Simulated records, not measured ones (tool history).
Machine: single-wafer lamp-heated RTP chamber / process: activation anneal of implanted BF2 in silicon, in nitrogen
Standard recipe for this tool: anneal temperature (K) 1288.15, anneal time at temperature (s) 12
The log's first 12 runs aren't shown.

run     day  anneal temperature (K)  anneal time at temperature (s)  wafers since the last listed run  wafers since the last pyrometer calibration  wafers since the reflector plate was cleaned  hours since the gauge calibration  read-back reference wafer on the same gauge, sheet resistance  sheet resistance of the implanted and annealed layer (ohm/square)
 13   5.692                 1288.15                              12                                69                                         2858                                          2242                              302.5                                                         249.92                                                             224.29
 14   6.067                 1288.15                              12                                96                                         2955                                          2339                              311.5                                                         249.94                                                             227.15
      6.717  -- pyrometer window cleaned and pyrometer calibrated
 15   6.738                 1288.15                              12                                87                                            4                                          2426                              327.6                                                         250.02                                                             226.75
 16   7.133                 1288.15                              12                               102                                          106                                          2528                              337.1                                                         249.93                                                             225.86
      7.296  -- gauge calibrated
 17   7.621                 1288.15                              12                               125                                          232                                          2654                                7.8                                                         250.01                                                             226.08
 18   8.183                 1266.15                              17                               145                                          377                                          2799                               21.3                                                         249.90                                                             239.44
 19   8.858                 1288.15                               8                               174                                          551                                          2973                               37.5                                                         249.94                                                             235.10
 20   9.429                 1288.15                               5                               147                                          699                                          3120                               51.2                                                         250.09                                                             242.94
 21   9.883                 1272.15                              14                               117                                          816                                          3237                               62.1                                                         249.99                                                             237.56
     10.242  -- reflector plate cleaned
 22  10.575                 1311.15                              14                                92                                          908                                            86                               78.7                                                         249.92                                                             204.01

Estimate the outcome of run 23 from the log above:
 23  11.058                 1278.15                               7                               124                                         1033                                           210                               90.3                                                              ?                                                                  ?

{"run 23": {"read-back reference wafer on the same gauge, sheet resistance": 250.13, "sheet resistance of the implanted and annealed layer (ohm/square)": 249.01}}
Were there no unlogged condition in the tool, this run, its random variation unchanged, would have produced sheet resistance of the implanted and annealed layer (ohm/square) 249.01.

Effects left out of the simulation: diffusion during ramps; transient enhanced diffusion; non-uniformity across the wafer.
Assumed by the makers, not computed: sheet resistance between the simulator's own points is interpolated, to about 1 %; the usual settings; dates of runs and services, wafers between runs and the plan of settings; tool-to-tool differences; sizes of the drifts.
